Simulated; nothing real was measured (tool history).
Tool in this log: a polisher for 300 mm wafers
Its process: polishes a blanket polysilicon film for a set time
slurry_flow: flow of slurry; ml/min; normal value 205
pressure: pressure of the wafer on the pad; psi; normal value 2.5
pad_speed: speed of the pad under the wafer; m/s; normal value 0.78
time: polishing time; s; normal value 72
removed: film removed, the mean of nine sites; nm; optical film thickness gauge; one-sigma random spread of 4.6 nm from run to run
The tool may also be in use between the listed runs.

run	hour	slurry_flow	pressure	pad_speed	time	wafers since the last listed run	wafers polished on this pad	hours since the slurry nozzle was cleaned	hours since the head pressure was calibrated	incoming thickness of the incoming film, nm	removed
1	0	205	2.5	0.78	72	0	46	855.7	1192.7	2061.2	346.4
2	10.6	205	2.5	0.78	66	133	179	866.3	1203.3	2023	309.1
3	25.6	205	2.5	0.78	66	188	368	881.3	1218.3	2040.6	301.1
4	39.3	205	2.7	0.78	72	172	541	895	1232	2022.5	354.2
5	53.5	205	2.7	0.78	72	178	719	909.2	1246.2	2030.5	346.6
# hour 67.9: worn pad replaced by a new one
6	68.4	205	2.7	0.78	72	137	6	924.1	1261.1	2027.5	329.5
7	71.7	205	2.5	0.78	72	41	47	927.4	1264.4	2050.7	320.6
8	84.3	205	2.5	0.78	72	158	206	940	1277	2021	303.7
9	97.4	205	2.5	0.78	72	164	370	953.1	1290.1	2053	300.4
# hour 113: worn pad replaced by a new one, repeated, since the last time left the tool worse
10	113.5	205	2.5	0.78	72	152	6	969.2	1306.2	2055.8	339.8
11	123.3	205	2.5	0.78	72	123	129	979	1316	1996.5	337.1
# hour 129.8: slurry nozzle cleaned
12	140.7	205	2.5	0.78	72	206	336	10.9	1333.4	1994	337.8
13	153	205	2.5	0.78	72	154	490	23.2	1345.7	2056.4	334.7
14	166.4	205	2.5	0.78	72	168	659	36.6	1359.1	2055.3	334.1
15	172.5	255	2.5	0.78	47	76	736	42.7	1365.2	2031.1	216.9
16	179.1	205	2.5	0.78	72	83	819	49.3	1371.8	2038.9	327.1
# hour 191.4: worn pad replaced by a new one
# hour 191.9: head pressure recalibrated
17	195.9	140	3.1	0.52	72	155	50	66.1	4	2070.8	255.4
18	203.2	205	2.9	0.6	82	91	142	73.4	11.3	2002	328.6
19	214.1	270	3.1	0.7	65	137	279	84.3	22.2	2059.2	324.8
20	226.2	235	2.5	0.78	79	152	431	96.4	34.3	2052.4	370.7
21	241.1	205	2.5	0.78	72	187	619	111.3	49.2	2026.8	335.3
# hour 253.3: worn pad replaced by a new one
22	257	140	3.3	1.02	59	149	46	127.2	65.1	2046.4	430.7
23	272.4	205	2.5	0.78	72	193	240	142.6	80.5	2049.8	335.2
24	290	140	3.3	1.02	59	221	461	160.2	98.1	2069.4	417.9
25	305.1	205	2.5	0.78	72	190	651	175.3	113.2	2050.8	336.2
# hour 315.5: worn pad replaced by a new one
26	316.9	205	2.5	0.7	64	98	17	187.1	125	2025.4	277.4
27	333.7	205	2.5	0.78	91	211	228	203.9	141.8	2012.4	427.9
28	346.1	205	2.2	1	79	156	384	216.3	154.2	2021.4	438.5

Here are 5 independent what-if runs from the current tool condition. What would each one return?
A	346.5	205	2.5	0.78	72	5	389	216.7	154.6	2062.5	?
B	346.5	205	1.8	0.6	72	5	389	216.7	154.6	2062.5	?
C	346.5	270	3.3	0.52	87	5	389	216.7	154.6	2062.5	?
D	346.5	270	2.5	0.78	65	5	389	216.7	154.6	2062.5	?
E	346.5	230	2.5	0.5	72	5	389	216.7	154.6	2062.5	?

run	removed
A	337.9
B	213.5
C	335.7
D	312.4
E	218.8
Had the tool no hidden state, the same runs would have come out as:
run	removed
A	354.4
B	223.9
C	352.1
D	327.7
E	229.5
